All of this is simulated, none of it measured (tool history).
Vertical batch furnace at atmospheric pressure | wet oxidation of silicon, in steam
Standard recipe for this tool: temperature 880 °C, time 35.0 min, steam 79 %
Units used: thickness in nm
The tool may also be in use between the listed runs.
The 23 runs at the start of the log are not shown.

| run | day | temperature | time | steam | read-back reference wafer on the same gauge, thickness | thickness |
|---|---|---|---|---|---|---|
| 24 | 12.058 | 899 | 23.5 | 87 | 101.76 | 91.51 |
| 25 | 12.817 | 880 | 35.0 | 69 | 101.74 | 81.49 |
|  | 13.854 | thermocouples replaced and temperature profile calibrated |
| 26 | 13.875 | 880 | 35.0 | 79 | 101.74 | 90.79 |
| 27 | 14.062 | 862 | 35.0 | 89 | 101.80 | 77.55 |
|  | 14.950 | steam generator serviced |
| 28 | 14.971 | 869 | 52.5 | 87 | 101.75 | 118.31 |
| 29 | 15.162 | 880 | 35.0 | 79 | 101.77 | 91.01 |
| 30 | 15.450 | 880 | 35.0 | 70 | 101.71 | 82.21 |
| 31 | 15.871 | 880 | 35.0 | 71 | 101.75 | 83.51 |
| 32 | 16.471 | 880 | 35.0 | 79 | 101.71 | 91.15 |
| 33 | 16.871 | 880 | 35.0 | 79 | 101.73 | 90.98 |
| 34 | 17.483 | 864 | 35.0 | 89 | 101.77 | 80.11 |
| 35 | 18.046 | 898 | 35.0 | 79 | 101.82 | 115.19 |
| 36 | 19.312 | 856 | 35.0 | 85 | 101.82 | 68.73 |
| 37 | 20.088 | 893 | 46.0 | 72 | 101.83 | 125.14 |
| 38 | 20.600 | 893 | 46.0 | 72 | 101.82 | 125.58 |

Predict each of these 4 candidate next runs independently; none follows another, all start after run 38:
| A | 20.792 | 880 | 35.0 | 79 | ? | ? |
| B | 20.792 | 880 | 26.5 | 73 | ? | ? |
| C | 20.792 | 864 | 35.0 | 73 | ? | ? |
| D | 20.792 | 857 | 48.5 | 84 | ? | ? |

| run | read-back reference wafer on the same gauge, thickness | thickness |
|---|---|---|
| A | 101.84 | 91.03 |
| B | 101.84 | 68.03 |
| C | 101.84 | 68.18 |
| D | 101.84 | 90.57 |
With no hidden state in the tool, these same runs would have given:
| run | thickness |
|---|---|
| A | 91.03 |
| B | 68.03 |
| C | 68.18 |
| D | 90.57 |

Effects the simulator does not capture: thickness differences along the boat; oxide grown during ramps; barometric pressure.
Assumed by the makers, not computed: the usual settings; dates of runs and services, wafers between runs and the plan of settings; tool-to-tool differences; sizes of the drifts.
